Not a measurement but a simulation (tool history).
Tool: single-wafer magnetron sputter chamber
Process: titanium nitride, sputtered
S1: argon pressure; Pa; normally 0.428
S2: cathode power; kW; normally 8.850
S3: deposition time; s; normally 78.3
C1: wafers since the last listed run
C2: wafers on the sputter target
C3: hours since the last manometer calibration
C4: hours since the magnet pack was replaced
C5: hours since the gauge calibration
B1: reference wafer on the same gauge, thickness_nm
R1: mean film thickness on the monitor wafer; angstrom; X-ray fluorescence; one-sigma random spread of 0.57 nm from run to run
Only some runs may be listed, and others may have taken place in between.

run	day	S1	S2	S3	C1	C2	C3	C4	C5	B1	R1
1	0.000	0.428	8.850	78.3	0	394	1021.8	9498.6	484.8	108.032	1298.26
2	3.633	0.428	8.850	78.3	824	1219	1109.0	9585.8	572.0	108.061	1307.53
3	6.392	0.428	8.850	78.3	625	1845	1175.2	9652.0	638.2	108.074	1297.18
4	10.525	0.428	8.850	90.0	937	2783	1274.4	9751.2	737.4	107.998	1459.76
5	14.704	0.428	8.850	90.0	948	3731	1374.7	9851.5	837.7	107.953	1436.89
# day 15.908: sputter target and shields replaced
6	18.317	0.428	8.850	71.3	744	546	1461.4	9938.2	924.4	107.998	1076.66
7	21.933	0.428	8.850	71.3	820	1366	1548.2	10025.0	1011.2	107.955	1072.63
8	25.412	0.428	8.850	71.3	789	2156	1631.7	10108.5	1094.7	108.086	1062.23
# day 27.838: capacitance manometer re-zeroed and calibrated
9	29.046	0.428	8.250	78.3	748	2905	29.0	10195.7	1181.9	108.026	1071.96
# day 33.167: sputter target and shields replaced, repeated, since the last time left the tool worse
# day 36.162: gauge calibrated
10	36.488	0.428	8.850	85.7	1613	753	207.6	10374.3	7.8	108.002	1415.38
11	40.433	0.428	8.850	85.7	895	1648	302.3	10469.0	102.5	108.073	1424.68
12	44.633	0.428	7.200	82.3	953	2601	403.1	10569.8	203.3	108.034	1082.21
13	49.017	0.380	8.850	85.3	994	3596	508.3	10675.0	308.5	107.965	1396.08
# day 53.075: sputter target and shields replaced
14	53.096	0.339	7.200	78.3	849	5	606.2	10772.9	406.4	108.013	1100.51
# day 53.583: magnet pack replaced
15	57.512	0.428	8.850	78.3	926	931	712.2	94.3	512.4	107.945	1290.90
16	61.938	0.428	9.750	78.3	1004	1935	818.4	200.5	618.6	108.018	1417.64
17	63.700	0.428	8.850	85.7	399	2335	860.7	242.8	660.9	107.952	1398.80
18	66.183	0.474	7.600	78.3	563	2899	920.3	302.4	720.5	107.931	1066.31
19	68.492	0.428	8.850	78.3	523	3423	975.7	357.8	775.9	108.003	1259.57
20	70.554	0.539	8.100	65.7	468	3891	1025.2	407.3	825.4	107.968	913.61
21	74.846	0.503	9.700	78.3	973	4865	1128.2	510.3	928.4	108.060	1289.55
# day 75.183: sputter target and shields replaced
22	76.804	0.428	8.850	63.5	368	367	1175.2	557.3	975.4	107.990	1055.83
23	80.558	0.346	8.850	71.2	851	1219	1265.3	647.4	1065.5	107.956	1223.65

How the hidden state differs across the entries between the runs, from the last listed run before each to the first after it:
Logged between run 5 and run 6: sputter target and shields replaced (day 15.908)
  deposition rate above that of a new target (%): -3.73 -> -9.53
  measured minus no-state result, R1: -55.60 -> -113.36 angstrom
Logged between run 8 and run 9: capacitance manometer re-zeroed and calibrated (day 27.838)
  deposition rate above that of a new target (%): -10.6 -> -11.7
  measured minus no-state result, R1: -126.50 -> -142.41 angstrom
Logged between run 9 and run 10: sputter target and shields replaced, repeated, since the last time left the tool worse (day 33.167); gauge calibrated (day 36.162)
  deposition rate above that of a new target (%): -11.7 -> -0.237
  measured minus no-state result, R1: -142.41 -> -3.37 angstrom
Logged between run 13 and run 14: sputter target and shields replaced (day 53.075)
  deposition rate above that of a new target (%): -3.41 -> -0.0301
  measured minus no-state result, R1: -49.23 -> -0.33 angstrom
Logged between run 14 and run 15: magnet pack replaced (day 53.583)
  deposition rate above that of a new target (%): -0.0301 -> -0.29
  measured minus no-state result, R1: -0.33 -> -3.76 angstrom
Logged between run 21 and run 22: sputter target and shields replaced (day 75.183)
  deposition rate above that of a new target (%): -6.29 -> -0.19
  measured minus no-state result, R1: -86.50 -> -2.01 angstrom
